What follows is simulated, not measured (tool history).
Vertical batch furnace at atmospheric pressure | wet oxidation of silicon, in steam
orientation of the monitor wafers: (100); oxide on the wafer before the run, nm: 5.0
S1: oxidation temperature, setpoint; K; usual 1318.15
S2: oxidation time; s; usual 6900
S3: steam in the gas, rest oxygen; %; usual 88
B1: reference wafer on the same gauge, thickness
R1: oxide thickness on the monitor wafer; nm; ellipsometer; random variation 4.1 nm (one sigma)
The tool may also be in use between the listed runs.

run     day       S1    S2  S3      B1      R1
  1   0.000  1303.15  6900  88  777.27  736.89
  2   3.204  1303.15  6900  88  776.52  736.15
  3   5.596  1318.15  5430  88  777.45  692.33
  4   7.912  1318.15  5430  88  777.46  688.45
  5  12.083  1318.15  5430  88  777.12  692.89
  6  14.004  1318.15  6900  88  776.67  789.38
  7  23.604  1318.15  6900  88  777.90  795.68
  8  26.692  1318.15  6900  88  776.92  796.01
  9  29.575  1318.15  6900  88  777.75  796.84
 10  38.642  1318.15  7890  83  777.12  826.03
 11  40.317  1318.15  7890  83  776.28  834.92
 12  42.571  1318.15  6900  96  777.29  844.04
 13  50.300  1318.15  6900  88  776.45  799.32
 14  53.621  1318.15  6900  88  776.93  794.73
 15  56.654  1318.15  6900  88  776.35  800.15
 16  59.638  1318.15  6900  88  777.55  805.48
 17  62.517  1318.15  6900  88  777.32  800.57
 18  65.042  1318.15  6900  88  776.36  800.06
 19  66.983  1318.15  6900  77  776.84  745.25
 20  70.675  1318.15  6900  88  776.73  804.28
     72.312  -- thermocouples replaced and temperature profile calibrated
 21  73.450  1309.15  3720  96  777.80  551.21
 22  75.938  1318.15  4020  95  776.76  599.94
 23  80.796  1318.15  5880  88  776.74  720.55
 24  82.383  1318.15  6900  88  777.37  799.37
 25  85.354  1318.15  6900  88  777.48  791.89

Forecast run 26:
 26  96.012  1318.15  6900  88   ?   ?

B1: 776.42
R1: 796.38 nm
Without the tool's hidden state the same run would have given R1 792.22 nm.

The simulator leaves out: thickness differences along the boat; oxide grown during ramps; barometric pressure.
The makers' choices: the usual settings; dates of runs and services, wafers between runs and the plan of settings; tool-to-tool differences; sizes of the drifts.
